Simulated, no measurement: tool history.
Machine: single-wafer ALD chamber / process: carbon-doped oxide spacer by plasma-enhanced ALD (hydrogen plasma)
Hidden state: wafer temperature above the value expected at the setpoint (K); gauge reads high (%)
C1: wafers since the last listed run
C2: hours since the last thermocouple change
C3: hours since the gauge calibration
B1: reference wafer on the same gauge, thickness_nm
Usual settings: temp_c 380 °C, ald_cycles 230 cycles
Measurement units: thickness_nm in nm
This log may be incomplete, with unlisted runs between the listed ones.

Run 1, hour 0: usual settings but ald_cycles 255 cycles; C1 0; C2 1153.7; C3 775.3; B1 11.314. Result: thickness_nm 11.536 nm.
Run 2, hour 26.2: usual settings but ald_cycles 255 cycles; C1 42; C2 1179.9; C3 801.5; B1 11.311. Result: thickness_nm 11.561 nm.
Run 3, hour 70.7: usual settings but ald_cycles 255 cycles; C1 72; C2 1224.4; C3 846; B1 11.308. Result: thickness_nm 11.505 nm.
Run 4, hour 114.9: usual settings; C1 71; C2 1268.6; C3 890.2; B1 11.308. Result: thickness_nm 10.407 nm.
Run 5, hour 141.9: usual settings; C1 43; C2 1295.6; C3 917.2; B1 11.298. Result: thickness_nm 10.419 nm.
Run 6, hour 192.1: usual settings; C1 81; C2 1345.8; C3 967.4; B1 11.297. Result: thickness_nm 10.364 nm.
At hour 203.3: thermocouple changed; heater temperature recalibrated.
Run 7, hour 239.1: usual settings; C1 63; C2 35.8; C3 1014.4; B1 11.29. Result: thickness_nm 10.418 nm.
Run 8, hour 303.6: usual settings but temp_c 368 °C; C1 104; C2 100.3; C3 1078.9; B1 11.28. Result: thickness_nm 10.406 nm.
Run 9, hour 502.5: usual settings but temp_c 369 °C; C1 321; C2 299.2; C3 1277.8; B1 11.264. Result: thickness_nm 10.346 nm.
Run 10, hour 557.3: usual settings; C1 88; C2 354; C3 1332.6; B1 11.266. Result: thickness_nm 10.396 nm.
Run 11, hour 627.4: usual settings but ald_cycles 262 cycles; C1 113; C2 424.1; C3 1402.7; B1 11.254. Result: thickness_nm 11.802 nm.
Run 12, hour 657.7: usual settings but ald_cycles 262 cycles; C1 49; C2 454.4; C3 1433; B1 11.256. Result: thickness_nm 11.743 nm.
Run 13, hour 703.5: usual settings but ald_cycles 262 cycles; C1 74; C2 500.2; C3 1478.8; B1 11.246. Result: thickness_nm 11.758 nm.
Run 14, hour 742: usual settings; C1 62; C2 538.7; C3 1517.3; B1 11.243. Result: thickness_nm 10.293 nm.
Run 15, hour 777.6: usual settings; C1 57; C2 574.3; C3 1552.9; B1 11.238. Result: thickness_nm 10.358 nm.
Run 16, hour 826.7: usual settings; C1 79; C2 623.4; C3 1602; B1 11.238. Result: thickness_nm 10.349 nm.
Run 17, hour 871.9: usual settings; C1 73; C2 668.6; C3 1647.2; B1 11.225. Result: thickness_nm 10.342 nm.
Run 18, hour 927.7: usual settings; C1 90; C2 724.4; C3 1703; B1 11.225. Result: thickness_nm 10.329 nm.
Run 19, hour 998.6: usual settings; C1 114; C2 795.3; C3 1773.9; B1 11.217. Result: thickness_nm 10.292 nm.
Run 20, hour 1023.7: usual settings but ald_cycles 220 cycles; C1 40; C2 820.4; C3 1799; B1 11.213. Result: thickness_nm 9.81 nm.
Run 21, hour 1063.6: usual settings but ald_cycles 220 cycles; C1 64; C2 860.3; C3 1838.9; B1 11.212. Result: thickness_nm 9.847 nm.
Run 22, hour 1088.5: usual settings but temp_c 392 °C, ald_cycles 260 cycles; C1 40; C2 885.2; C3 1863.8; B1 11.214. Result: thickness_nm 11.675 nm.
Run 23, hour 1113.2: usual settings; C1 39; C2 909.9; C3 1888.5; B1 11.206. Result: thickness_nm 10.25 nm.
Run 24, hour 1160.2: usual settings but temp_c 388 °C, ald_cycles 250 cycles; C1 76; C2 956.9; C3 1935.5; B1 11.201. Result: thickness_nm 11.196 nm.
Run 25, hour 1185.3: usual settings but temp_c 369 °C, ald_cycles 195 cycles; C1 40; C2 982; C3 1960.6; B1 11.197. Result: thickness_nm 8.759 nm.
Run 26, hour 1235.6: usual settings but temp_c 392 °C, ald_cycles 206 cycles; C1 81; C2 1032.3; C3 2010.9; B1 11.197. Result: thickness_nm 9.196 nm.
At hour 1267.3: gauge calibrated.
Run 27, hour 1303.4: usual settings but temp_c 366 °C, ald_cycles 244 cycles; C1 109; C2 1100.1; C3 36.1; B1 11.401. Result: thickness_nm 11.117 nm.
Run 28, hour 1367.7: usual settings; C1 104; C2 1164.4; C3 100.4; B1 11.389. Result: thickness_nm 10.494 nm.
Run 29, hour 1421.9: usual settings but temp_c 369 °C, ald_cycles 210 cycles; C1 87; C2 1218.6; C3 154.6; B1 11.4. Result: thickness_nm 9.58 nm.
Run 30, hour 1456.4: usual settings; C1 55; C2 1253.1; C3 189.1; B1 11.391. Result: thickness_nm 10.465 nm.
At hour 1474.3: thermocouple changed; heater temperature recalibrated.
Run 31, hour 1501.4: usual settings but temp_c 365 °C, ald_cycles 248 cycles; C1 59; C2 27.1; C3 234.1; B1 11.387. Result: thickness_nm 11.289 nm.
Run 32, hour 1525.6: usual settings but ald_cycles 262 cycles; C1 39; C2 51.3; C3 258.3; B1 11.378. Result: thickness_nm 11.913 nm.
Run 33, hour 1739.6: usual settings; C1 346; C2 265.3; C3 472.3; B1 11.366. Result: thickness_nm 10.429 nm.
Run 34, hour 1769.6: usual settings but temp_c 393 °C, ald_cycles 248 cycles; C1 48; C2 295.3; C3 502.3; B1 11.359. Result: thickness_nm 11.29 nm.
Run 35, hour 1822: usual settings; C1 84; C2 347.7; C3 554.7; B1 11.352. Result: thickness_nm 10.43 nm.
Run 36, hour 1989.8: usual settings but temp_c 391 °C, ald_cycles 259 cycles; C1 271; C2 515.5; C3 722.5; B1 11.342. Result: thickness_nm 11.754 nm.
Run 37, hour 2170: usual settings; C1 291; C2 695.7; C3 902.7; B1 11.315. Result: thickness_nm 10.448 nm.
Run 38, hour 2381.2: usual settings but temp_c 391 °C, ald_cycles 250 cycles; C1 341; C2 906.9; C3 1113.9; B1 11.299. Result: thickness_nm 11.305 nm.
Run 39, hour 2406.1: usual settings; C1 40; C2 931.8; C3 1138.8; B1 11.295. Result: thickness_nm 10.398 nm.
Run 40, hour 2450.9: usual settings; C1 72; C2 976.6; C3 1183.6; B1 11.287. Result: thickness_nm 10.412 nm.
Run 41, hour 2477.9: usual settings but temp_c 368 °C, ald_cycles 193 cycles; C1 43; C2 1003.6; C3 1210.6; B1 11.289. Result: thickness_nm 8.707 nm.
Run 42, hour 2539.5: usual settings but temp_c 367 °C, ald_cycles 200 cycles; C1 99; C2 1065.2; C3 1272.2; B1 11.276. Result: thickness_nm 8.991 nm.
At hour 2558.3: thermocouple changed; heater temperature recalibrated.
Run 43, hour 2575.3: usual settings but temp_c 376 °C, ald_cycles 202 cycles; C1 44; C2 17; C3 1308; B1 11.284. Result: thickness_nm 9.08 nm.

For some of the steps in thickness_nm from one run to the next: how much would appear even if the tool had no hidden state, given the settings, what came in and random variation, and how much remains for the hidden state plus any gauge scatter that the measured result and the result without hidden state don't share?
Run 21 -> 22: temp_c 380 -> 392, ald_cycles 220 -> 260. thickness_nm +1.828 nm: hidden state -0.033, all else +1.861.
Run 24 -> 25: temp_c 388 -> 369, ald_cycles 250 -> 195. thickness_nm -2.437 nm: hidden state +0.041, all else -2.478.
Run 26 -> 27: temp_c 392 -> 366, ald_cycles 206 -> 244, gauge calibrated. thickness_nm +1.921 nm: hidden state +0.173, all else +1.748.
